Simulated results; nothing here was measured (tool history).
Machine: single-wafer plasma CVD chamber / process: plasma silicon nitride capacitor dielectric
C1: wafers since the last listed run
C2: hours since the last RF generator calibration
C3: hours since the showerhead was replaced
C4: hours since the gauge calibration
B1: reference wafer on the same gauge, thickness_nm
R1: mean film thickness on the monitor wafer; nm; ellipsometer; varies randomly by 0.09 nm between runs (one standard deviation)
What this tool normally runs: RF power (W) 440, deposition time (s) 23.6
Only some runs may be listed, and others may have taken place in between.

Run 1, hour 0: usual settings; C1 0; C2 916.5; C3 4236.2; C4 580.7; B1 37.611. Result: R1 32.353 nm.
Run 2, hour 25.3: usual settings; C1 534; C2 941.8; C3 4261.5; C4 606; B1 37.619. Result: R1 32.4 nm.
Run 3, hour 56.3: usual settings; C1 654; C2 972.8; C3 4292.5; C4 637; B1 37.607. Result: R1 32.373 nm.
Run 4, hour 87: usual settings but RF power (W) 490; C1 648; C2 1003.5; C3 4323.2; C4 667.7; B1 37.586. Result: R1 33.38 nm.
Run 5, hour 127.5: usual settings but RF power (W) 490; C1 855; C2 1044; C3 4363.7; C4 708.2; B1 37.592. Result: R1 33.313 nm.
Run 6, hour 164.5: usual settings but RF power (W) 490; C1 781; C2 1081; C3 4400.7; C4 745.2; B1 37.592. Result: R1 33.486 nm.
Run 7, hour 232.7: usual settings; C1 1440; C2 1149.2; C3 4468.9; C4 813.4; B1 37.596. Result: R1 32.432 nm.
At hour 273.1: RF generator calibrated.
Run 8, hour 288.3: usual settings; C1 1005; C2 15.2; C3 4524.5; C4 869; B1 37.608. Result: R1 32.539 nm.
Run 9, hour 376: usual settings; C1 1852; C2 102.9; C3 4612.2; C4 956.7; B1 37.622. Result: R1 32.401 nm.
Run 10, hour 429.8: usual settings; C1 1136; C2 156.7; C3 4666; C4 1010.5; B1 37.579. Result: R1 32.3 nm.
Run 11, hour 460.4: usual settings; C1 646; C2 187.3; C3 4696.6; C4 1041.1; B1 37.6. Result: R1 32.496 nm.
Run 12, hour 641.7: usual settings; C1 3830; C2 368.6; C3 4877.9; C4 1222.4; B1 37.607. Result: R1 32.311 nm.
Run 13, hour 667.2: usual settings; C1 538; C2 394.1; C3 4903.4; C4 1247.9; B1 37.586. Result: R1 32.363 nm.
Run 14, hour 706.2: usual settings; C1 823; C2 433.1; C3 4942.4; C4 1286.9; B1 37.587. Result: R1 32.238 nm.
Run 15, hour 749.7: usual settings; C1 918; C2 476.6; C3 4985.9; C4 1330.4; B1 37.613. Result: R1 32.263 nm.
Run 16, hour 818: usual settings; C1 1442; C2 544.9; C3 5054.2; C4 1398.7; B1 37.597. Result: R1 32.343 nm.
Run 17, hour 884.8: usual settings; C1 1411; C2 611.7; C3 5121; C4 1465.5; B1 37.602. Result: R1 32.198 nm.
Run 18, hour 917.1: usual settings but RF power (W) 485; C1 682; C2 644; C3 5153.3; C4 1497.8; B1 37.611. Result: R1 33.374 nm.
Run 19, hour 948.8: usual settings but RF power (W) 410; C1 669; C2 675.7; C3 5185; C4 1529.5; B1 37.622. Result: R1 31.726 nm.
Run 20, hour 992.9: usual settings but RF power (W) 475, deposition time (s) 28.1; C1 931; C2 719.8; C3 5229.1; C4 1573.6; B1 37.59. Result: R1 39.351 nm.
Run 21, hour 1034.5: usual settings but deposition time (s) 27.6; C1 878; C2 761.4; C3 5270.7; C4 1615.2; B1 37.58. Result: R1 37.94 nm.
Run 22, hour 1075.2: usual settings but RF power (W) 415, deposition time (s) 25.5; C1 859; C2 802.1; C3 5311.4; C4 1655.9; B1 37.611. Result: R1 34.631 nm.
Run 23, hour 1104.1: usual settings; C1 610; C2 831; C3 5340.3; C4 1684.8; B1 37.621. Result: R1 32.57 nm.
At hour 1112.9: showerhead replaced.
Run 24, hour 1133.3: usual settings but deposition time (s) 21.7; C1 447; C2 860.2; C3 20.4; C4 1714; B1 37.588. Result: R1 29.789 nm.
Run 25, hour 1274.8: usual settings; C1 2989; C2 1001.7; C3 161.9; C4 1855.5; B1 37.618. Result: R1 32.382 nm.
At hour 1470.9: RF generator calibrated.
Run 26, hour 1483.1: usual settings but RF power (W) 500, deposition time (s) 27.3; C1 4231; C2 12.2; C3 370.2; C4 2063.8; B1 37.594. Result: R1 38.714 nm.
At hour 1503.6: gauge calibrated.
Run 27, hour 1542.1: usual settings but deposition time (s) 25.8; C1 1246; C2 71.2; C3 429.2; C4 38.5; B1 37.596. Result: R1 35.27 nm.
Run 28, hour 1586.9: usual settings but RF power (W) 360, deposition time (s) 22.2; C1 946; C2 116; C3 474; C4 83.3; B1 37.605. Result: R1 28.97 nm.
Run 29, hour 1623: usual settings but RF power (W) 490; C1 762; C2 152.1; C3 510.1; C4 119.4; B1 37.606. Result: R1 33.21 nm.
Run 30, hour 1673.8: usual settings; C1 1073; C2 202.9; C3 560.9; C4 170.2; B1 37.599. Result: R1 32.353 nm.
Run 31, hour 1730.6: usual settings; C1 1199; C2 259.7; C3 617.7; C4 227; B1 37.602. Result: R1 32.544 nm.
Run 32, hour 1793.4: usual settings; C1 1326; C2 322.5; C3 680.5; C4 289.8; B1 37.591. Result: R1 32.376 nm.
Run 33, hour 1853: usual settings but RF power (W) 520, deposition time (s) 19; C1 1259; C2 382.1; C3 740.1; C4 349.4; B1 37.611. Result: R1 27.303 nm.
Run 34, hour 1914.8: usual settings but deposition time (s) 20.7; C1 1305; C2 443.9; C3 801.9; C4 411.2; B1 37.608. Result: R1 28.404 nm.
Run 35, hour 1944.1: usual settings but RF power (W) 485; C1 618; C2 473.2; C3 831.2; C4 440.5; B1 37.598. Result: R1 33.022 nm.
Run 36, hour 1972.7: usual settings but RF power (W) 490, deposition time (s) 26.8; C1 604; C2 501.8; C3 859.8; C4 469.1; B1 37.603. Result: R1 37.776 nm.
Run 37, hour 2042.9: usual settings but deposition time (s) 25.6; C1 1483; C2 572; C3 930; C4 539.3; B1 37.608. Result: R1 35.151 nm.
Run 38, hour 2098.8: usual settings but RF power (W) 380, deposition time (s) 19.1; C1 1180; C2 627.9; C3 985.9; C4 595.2; B1 37.61. Result: R1 25.17 nm.
Run 39, hour 2165.1: usual settings but RF power (W) 395, deposition time (s) 22.1; C1 1400; C2 694.2; C3 1052.2; C4 661.5; B1 37.596. Result: R1 29.59 nm.
Run 40, hour 2209.3: usual settings but RF power (W) 390, deposition time (s) 26.4; C1 933; C2 738.4; C3 1096.4; C4 705.7; B1 37.629. Result: R1 35.133 nm.
Run 41, hour 2234.2: usual settings but RF power (W) 355, deposition time (s) 22.1; C1 526; C2 763.3; C3 1121.3; C4 730.6; B1 37.605. Result: R1 28.921 nm.
Run 42, hour 2304: usual settings but RF power (W) 460, deposition time (s) 21; C1 1474; C2 833.1; C3 1191.1; C4 800.4; B1 37.613. Result: R1 29.062 nm.
Run 43, hour 2347.7: usual settings but RF power (W) 525, deposition time (s) 22.4; C1 923; C2 876.8; C3 1234.8; C4 844.1; B1 37.597. Result: R1 32.09 nm.
Run 44, hour 2390: usual settings but RF power (W) 500, deposition time (s) 19.1; C1 893; C2 919.1; C3 1277.1; C4 886.4; B1 37.613. Result: R1 27.152 nm.

Each row is a separate what-if for the run after 44, all from the same tool condition, not one after another. Results?
Run A, hour 2390.4: usual settings; C1 8; C2 919.5; C3 1277.5; C4 886.8; B1 ?. Result: R1 ?.
Run B, hour 2390.4: usual settings but RF power (W) 520, deposition time (s) 21; C1 8; C2 919.5; C3 1277.5; C4 886.8; B1 ?. Result: R1 ?.
Run C, hour 2390.4: usual settings but RF power (W) 500, deposition time (s) 19.4; C1 8; C2 919.5; C3 1277.5; C4 886.8; B1 ?. Result: R1 ?.
Run D, hour 2390.4: usual settings but RF power (W) 515, deposition time (s) 21.2; C1 8; C2 919.5; C3 1277.5; C4 886.8; B1 ?. Result: R1 ?.

run      B1      R1
  A  37.596  32.478
  B  37.596  30.162
  C  37.596  27.583
  D  37.596  30.373
The same runs, with their run-to-run variation unchanged, on a tool lacking any hidden condition would have given:
run      R1
  A  32.478
  B  30.162
  C  27.583
  D  30.373

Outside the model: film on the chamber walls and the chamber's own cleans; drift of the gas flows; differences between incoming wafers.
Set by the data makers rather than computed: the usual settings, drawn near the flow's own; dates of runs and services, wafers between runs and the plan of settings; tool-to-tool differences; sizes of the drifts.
